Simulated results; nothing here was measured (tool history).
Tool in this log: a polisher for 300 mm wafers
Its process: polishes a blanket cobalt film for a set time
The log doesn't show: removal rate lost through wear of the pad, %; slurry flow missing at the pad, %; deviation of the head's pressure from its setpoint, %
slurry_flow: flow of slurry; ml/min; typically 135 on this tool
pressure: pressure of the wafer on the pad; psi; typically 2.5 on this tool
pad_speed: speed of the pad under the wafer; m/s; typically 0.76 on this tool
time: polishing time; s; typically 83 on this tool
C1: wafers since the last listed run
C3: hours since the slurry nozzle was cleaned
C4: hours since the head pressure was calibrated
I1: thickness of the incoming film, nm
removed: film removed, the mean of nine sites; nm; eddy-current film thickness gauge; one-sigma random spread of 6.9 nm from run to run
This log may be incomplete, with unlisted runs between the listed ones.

{"run": 1, "day": 0.0, "slurry_flow": 135, "pressure": 2.0, "pad_speed": 0.76, "time": 65, "C1": 0, "wafers polished on this pad": 717, "C3": 379.9, "C4": 493.3, "I1": 1449.4, "removed": 278.3}
{"run": 2, "day": 0.846, "slurry_flow": 135, "pressure": 2.0, "pad_speed": 0.76, "time": 65, "C1": 195, "wafers polished on this pad": 912, "C3": 400.2, "C4": 513.6, "I1": 1456.1, "removed": 278.0}
{"run": 3, "day": 2.042, "slurry_flow": 135, "pressure": 2.0, "pad_speed": 0.76, "time": 65, "C1": 276, "wafers polished on this pad": 1189, "C3": 428.9, "C4": 542.3, "I1": 1471.1, "removed": 266.3}
{"day": 2.683, "done": "worn pad replaced by a new one"}
{"run": 4, "day": 3.104, "slurry_flow": 135, "pressure": 2.5, "pad_speed": 0.76, "time": 83, "C1": 206, "wafers polished on this pad": 96, "C3": 454.4, "C4": 567.8, "I1": 1462.3, "removed": 381.3}
{"run": 5, "day": 4.179, "slurry_flow": 135, "pressure": 2.5, "pad_speed": 0.76, "time": 71, "C1": 248, "wafers polished on this pad": 345, "C3": 480.2, "C4": 593.6, "I1": 1466.3, "removed": 336.4}
{"day": 5.029, "done": "worn pad replaced by a new one, repeated, since the last time left the tool worse"}
{"run": 6, "day": 6.8, "slurry_flow": 135, "pressure": 2.5, "pad_speed": 0.76, "time": 83, "C1": 566, "wafers polished on this pad": 408, "C3": 543.1, "C4": 656.5, "I1": 1469.8, "removed": 445.6}
{"day": 7.638, "done": "slurry nozzle cleaned"}
{"run": 7, "day": 7.658, "slurry_flow": 135, "pressure": 2.5, "pad_speed": 0.76, "time": 83, "C1": 188, "wafers polished on this pad": 597, "C3": 0.5, "C4": 677.1, "I1": 1462.8, "removed": 448.4}
{"run": 8, "day": 8.571, "slurry_flow": 135, "pressure": 2.5, "pad_speed": 0.76, "time": 83, "C1": 210, "wafers polished on this pad": 808, "C3": 22.4, "C4": 699.0, "I1": 1426.8, "removed": 454.7}
{"run": 9, "day": 9.462, "slurry_flow": 135, "pressure": 2.1, "pad_speed": 0.54, "time": 94, "C1": 205, "wafers polished on this pad": 1014, "C3": 43.8, "C4": 720.4, "I1": 1479.2, "removed": 337.7}
{"run": 10, "day": 10.346, "slurry_flow": 135, "pressure": 1.7, "pad_speed": 0.76, "time": 83, "C1": 204, "wafers polished on this pad": 1218, "C3": 65.0, "C4": 741.6, "I1": 1462.3, "removed": 298.2}
{"day": 10.733, "done": "worn pad replaced by a new one"}
{"run": 11, "day": 11.179, "slurry_flow": 135, "pressure": 2.5, "pad_speed": 0.76, "time": 60, "C1": 153, "wafers polished on this pad": 102, "C3": 85.0, "C4": 761.6, "I1": 1454.6, "removed": 332.2}
{"day": 11.896, "done": "head pressure recalibrated"}
{"run": 12, "day": 12.262, "slurry_flow": 135, "pressure": 2.0, "pad_speed": 0.76, "time": 65, "C1": 230, "wafers polished on this pad": 333, "C3": 111.0, "C4": 8.8, "I1": 1474.9, "removed": 291.9}
{"run": 13, "day": 13.583, "slurry_flow": 135, "pressure": 2.0, "pad_speed": 0.88, "time": 66, "C1": 305, "wafers polished on this pad": 639, "C3": 142.7, "C4": 40.5, "I1": 1471.0, "removed": 321.3}
{"run": 14, "day": 14.767, "slurry_flow": 135, "pressure": 2.5, "pad_speed": 0.76, "time": 83, "C1": 273, "wafers polished on this pad": 912, "C3": 171.1, "C4": 68.9, "I1": 1434.7, "removed": 446.0}
{"run": 15, "day": 15.888, "slurry_flow": 150, "pressure": 2.8, "pad_speed": 0.54, "time": 72, "C1": 258, "wafers polished on this pad": 1171, "C3": 198.0, "C4": 95.8, "I1": 1449.1, "removed": 333.8}
{"run": 16, "day": 16.821, "slurry_flow": 155, "pressure": 2.5, "pad_speed": 0.76, "time": 83, "C1": 215, "wafers polished on this pad": 1386, "C3": 220.4, "C4": 118.2, "I1": 1465.6, "removed": 444.6}
{"day": 17.046, "done": "worn pad replaced by a new one"}
{"run": 17, "day": 17.817, "slurry_flow": 165, "pressure": 2.5, "pad_speed": 0.84, "time": 83, "C1": 191, "wafers polished on this pad": 178, "C3": 244.3, "C4": 142.1, "I1": 1460.9, "removed": 510.4}

Selected run-to-run steps in removed, each split into two signed amounts: the part the tool would show with no hidden state at all (from settings, incoming material and random variation), and the remainder, which goes to the hidden state together with any gauge scatter not common to the measured and the hidden-state-free results:
Run 5 -> 6: time 71 -> 83, worn pad replaced by a new one, repeated, since the last time left the tool worse. removed +109.2 nm: hidden state +56.3, all else +52.9.
Run 13 -> 14: pressure 2.0 -> 2.5, pad_speed 0.88 -> 0.76, time 66 -> 83. removed +124.7 nm: hidden state -9.9, all else +134.6.
